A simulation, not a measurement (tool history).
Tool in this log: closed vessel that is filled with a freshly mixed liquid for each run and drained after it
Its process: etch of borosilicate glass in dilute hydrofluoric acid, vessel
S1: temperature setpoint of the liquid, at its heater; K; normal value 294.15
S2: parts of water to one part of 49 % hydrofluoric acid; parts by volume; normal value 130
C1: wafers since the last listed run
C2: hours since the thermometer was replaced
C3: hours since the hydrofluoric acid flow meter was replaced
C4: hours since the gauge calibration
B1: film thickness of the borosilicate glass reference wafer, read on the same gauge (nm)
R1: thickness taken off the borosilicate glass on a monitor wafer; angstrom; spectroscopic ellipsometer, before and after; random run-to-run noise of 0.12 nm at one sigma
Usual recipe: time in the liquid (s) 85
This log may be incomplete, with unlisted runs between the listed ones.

run 1 hour=0 | S1=294.15 S2=130 time_in_the_liquid_(s)=85 | C1=0 C2=1585 C3=52.1 C4=268.5 | B1=129.53 | R1=192.8
run 2 hour=84.3 | S1=294.15 S2=130 time_in_the_liquid_(s)=85 | C1=8010 C2=1669.3 C3=136.4 C4=352.8 | B1=129.14 | R1=196
run 3 hour=136 | S1=294.15 S2=130 time_in_the_liquid_(s)=85 | C1=4912 C2=1721 C3=188.1 C4=404.5 | B1=128.81 | R1=191.9
run 4 hour=210.4 | S1=294.15 S2=130 time_in_the_liquid_(s)=85 | C1=7069 C2=1795.4 C3=262.5 C4=478.9 | B1=128.33 | R1=192
run 5 hour=278.6 | S1=294.15 S2=130 time_in_the_liquid_(s)=85 | C1=6480 C2=1863.6 C3=330.7 C4=547.1 | B1=127.82 | R1=191.3
run 6 hour=337.7 | S1=293.15 S2=130 time_in_the_liquid_(s)=85 | C1=5615 C2=1922.7 C3=389.8 C4=606.2 | B1=127.29 | R1=182.4
run 7 hour=386.7 | S1=294.15 S2=130 time_in_the_liquid_(s)=85 | C1=4655 C2=1971.7 C3=438.8 C4=655.2 | B1=126.83 | R1=191.5
-- hour=389 gauge calibrated
-- hour=399.6 hydrofluoric acid flow meter replaced
run 8 hour=446.8 | S1=294.15 S2=65 time_in_the_liquid_(s)=110 | C1=5615 C2=2031.8 C3=47.2 C4=57.8 | B1=130.09 | R1=541.5
run 9 hour=527.8 | S1=291.65 S2=130 time_in_the_liquid_(s)=85 | C1=7696 C2=2112.8 C3=128.2 C4=138.8 | B1=129.98 | R1=175.8
-- hour=577.1 thermometer replaced
run 10 hour=585.5 | S1=294.15 S2=130 time_in_the_liquid_(s)=85 | C1=5387 C2=8.4 C3=185.9 C4=196.5 | B1=129.82 | R1=192.9
run 11 hour=679.8 | S1=294.15 S2=170 time_in_the_liquid_(s)=85 | C1=8960 C2=102.7 C3=280.2 C4=290.8 | B1=129.48 | R1=142.2
-- hour=821.8 hydrofluoric acid flow meter replaced
run 12 hour=885.5 | S1=294.15 S2=130 time_in_the_liquid_(s)=85 | C1=19450 C2=308.4 C3=63.7 C4=496.5 | B1=128.23 | R1=192.7
run 13 hour=974.4 | S1=294.15 S2=95 time_in_the_liquid_(s)=85 | C1=8447 C2=397.3 C3=152.6 C4=585.4 | B1=127.52 | R1=272.9
-- hour=1006.8 gauge calibrated
run 14 hour=1019.2 | S1=298.15 S2=95 time_in_the_liquid_(s)=125 | C1=4256 C2=442.1 C3=197.4 C4=12.4 | B1=129.87 | R1=479.2
run 15 hour=1090.7 | S1=291.65 S2=130 time_in_the_liquid_(s)=85 | C1=6793 C2=513.6 C3=268.9 C4=83.9 | B1=129.82 | R1=177.6

5 ways to go on from here, each from the tool as it stands after run 15. What would each give?
run A hour=1091.4 | S1=294.15 S2=90 time_in_the_liquid_(s)=85 | C1=66 C2=514.3 C3=269.6 C4=84.6 | B1=? | R1=?
run B hour=1091.4 | S1=296.65 S2=130 time_in_the_liquid_(s)=85 | C1=66 C2=514.3 C3=269.6 C4=84.6 | B1=? | R1=?
run C hour=1091.4 | S1=299.15 S2=165 time_in_the_liquid_(s)=115 | C1=66 C2=514.3 C3=269.6 C4=84.6 | B1=? | R1=?
run D hour=1091.4 | S1=294.15 S2=150 time_in_the_liquid_(s)=85 | C1=66 C2=514.3 C3=269.6 C4=84.6 | B1=? | R1=?
run E hour=1091.4 | S1=294.15 S2=130 time_in_the_liquid_(s)=55 | C1=66 C2=514.3 C3=269.6 C4=84.6 | B1=? | R1=?

run=A B1=129.83 R1=293
run=B B1=129.83 R1=214
run=C B1=129.83 R1=240.8
run=D B1=129.83 R1=164.4
run=E B1=129.83 R1=125.5
Stripped of hidden state, with their random variation kept, the same runs would have yielded:
run=A R1=293.4
run=B R1=214.3
run=C R1=241.1
run=D R1=164.7
run=E R1=125.6
